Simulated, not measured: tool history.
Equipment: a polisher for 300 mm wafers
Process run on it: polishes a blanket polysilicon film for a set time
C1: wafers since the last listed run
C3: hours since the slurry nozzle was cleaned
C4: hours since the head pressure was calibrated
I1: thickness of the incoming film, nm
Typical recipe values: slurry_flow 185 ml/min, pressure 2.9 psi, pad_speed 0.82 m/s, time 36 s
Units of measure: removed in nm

{"run": 1, "day": 0.0, "slurry_flow": 185, "pressure": 2.9, "pad_speed": 0.82, "time": 36, "C1": 0, "wafers polished on this pad": 1593, "C3": 68.4, "C4": 170.8, "I1": 1840.4, "removed": 281.9}
{"run": 2, "day": 2.279, "slurry_flow": 185, "pressure": 2.9, "pad_speed": 0.82, "time": 36, "C1": 538, "wafers polished on this pad": 2132, "C3": 123.1, "C4": 225.5, "I1": 1810.5, "removed": 281.3}
{"day": 2.825, "done": "worn pad replaced by a new one"}
{"run": 3, "day": 5.812, "slurry_flow": 185, "pressure": 2.9, "pad_speed": 0.82, "time": 36, "C1": 795, "wafers polished on this pad": 706, "C3": 207.9, "C4": 310.3, "I1": 1808.1, "removed": 294.8}
{"run": 4, "day": 8.308, "slurry_flow": 185, "pressure": 2.1, "pad_speed": 0.88, "time": 36, "C1": 590, "wafers polished on this pad": 1296, "C3": 267.8, "C4": 370.2, "I1": 1808.2, "removed": 222.7}
{"run": 5, "day": 10.942, "slurry_flow": 185, "pressure": 2.1, "pad_speed": 0.88, "time": 36, "C1": 622, "wafers polished on this pad": 1918, "C3": 331.0, "C4": 433.4, "I1": 1821.5, "removed": 223.7}
{"day": 12.533, "done": "worn pad replaced by a new one"}
{"day": 14.958, "done": "slurry nozzle cleaned"}
{"day": 15.875, "done": "head pressure recalibrated"}
{"run": 6, "day": 21.296, "slurry_flow": 185, "pressure": 2.1, "pad_speed": 0.88, "time": 36, "C1": 2378, "wafers polished on this pad": 2042, "C3": 152.1, "C4": 130.1, "I1": 1844.9, "removed": 213.9}
{"day": 22.638, "done": "worn pad replaced by a new one"}
{"run": 7, "day": 25.258, "slurry_flow": 150, "pressure": 2.9, "pad_speed": 0.68, "time": 36, "C1": 897, "wafers polished on this pad": 619, "C3": 247.2, "C4": 225.2, "I1": 1817.6, "removed": 253.6}
{"run": 8, "day": 27.492, "slurry_flow": 215, "pressure": 2.9, "pad_speed": 0.82, "time": 41, "C1": 527, "wafers polished on this pad": 1147, "C3": 300.8, "C4": 278.8, "I1": 1829.6, "removed": 342.1}
{"run": 9, "day": 30.371, "slurry_flow": 235, "pressure": 2.4, "pad_speed": 0.68, "time": 44, "C1": 680, "wafers polished on this pad": 1828, "C3": 369.9, "C4": 347.9, "I1": 1842.0, "removed": 276.8}
{"run": 10, "day": 32.35, "slurry_flow": 185, "pressure": 1.9, "pad_speed": 0.72, "time": 28, "C1": 467, "wafers polished on this pad": 2296, "C3": 417.4, "C4": 395.4, "I1": 1819.5, "removed": 139.6}
{"day": 33.062, "done": "worn pad replaced by a new one"}
{"day": 35.442, "done": "slurry nozzle cleaned"}
{"run": 11, "day": 36.525, "slurry_flow": 120, "pressure": 2.9, "pad_speed": 0.92, "time": 36, "C1": 937, "wafers polished on this pad": 808, "C3": 26.0, "C4": 495.6, "I1": 1858.9, "removed": 308.7}
{"run": 12, "day": 38.467, "slurry_flow": 185, "pressure": 2.9, "pad_speed": 0.82, "time": 36, "C1": 459, "wafers polished on this pad": 1267, "C3": 72.6, "C4": 542.2, "I1": 1851.6, "removed": 319.4}
{"day": 41.192, "done": "head pressure recalibrated"}
{"run": 13, "day": 41.333, "slurry_flow": 185, "pressure": 2.5, "pad_speed": 0.62, "time": 36, "C1": 657, "wafers polished on this pad": 1925, "C3": 141.4, "C4": 3.4, "I1": 1820.0, "removed": 206.8}
{"day": 41.829, "done": "worn pad replaced by a new one"}
{"day": 50.562, "done": "worn pad replaced by a new one"}
{"run": 14, "day": 51.283, "slurry_flow": 215, "pressure": 2.9, "pad_speed": 1.0, "time": 36, "C1": 2273, "wafers polished on this pad": 170, "C3": 380.2, "C4": 242.2, "I1": 1843.5, "removed": 346.2}

Forecast each of these 5 alternatives for the next run:
{"run": "A", "day": 51.3, "slurry_flow": 185, "pressure": 2.9, "pad_speed": 0.82, "time": 36, "C1": 3, "wafers polished on this pad": 174, "C3": 380.6, "C4": 242.6, "I1": 1837.3, "removed": "?"}
{"run": "B", "day": 51.3, "slurry_flow": 205, "pressure": 2.9, "pad_speed": 0.82, "time": 40, "C1": 3, "wafers polished on this pad": 174, "C3": 380.6, "C4": 242.6, "I1": 1837.3, "removed": "?"}
{"run": "C", "day": 51.3, "slurry_flow": 185, "pressure": 3.4, "pad_speed": 0.96, "time": 36, "C1": 3, "wafers polished on this pad": 174, "C3": 380.6, "C4": 242.6, "I1": 1837.3, "removed": "?"}
{"run": "D", "day": 51.3, "slurry_flow": 185, "pressure": 1.9, "pad_speed": 0.56, "time": 36, "C1": 3, "wafers polished on this pad": 174, "C3": 380.6, "C4": 242.6, "I1": 1837.3, "removed": "?"}
{"run": "E", "day": 51.3, "slurry_flow": 185, "pressure": 2.9, "pad_speed": 0.62, "time": 36, "C1": 3, "wafers polished on this pad": 174, "C3": 380.6, "C4": 242.6, "I1": 1837.3, "removed": "?"}

run=A removed=297.2
run=B removed=335.2
run=C removed=384.2
run=D removed=157.7
run=E removed=253.7
What these runs would have given with no unlogged condition in the tool:
run=A removed=289.7
run=B removed=326.7
run=C removed=374.4
run=D removed=153.7
run=E removed=247.3
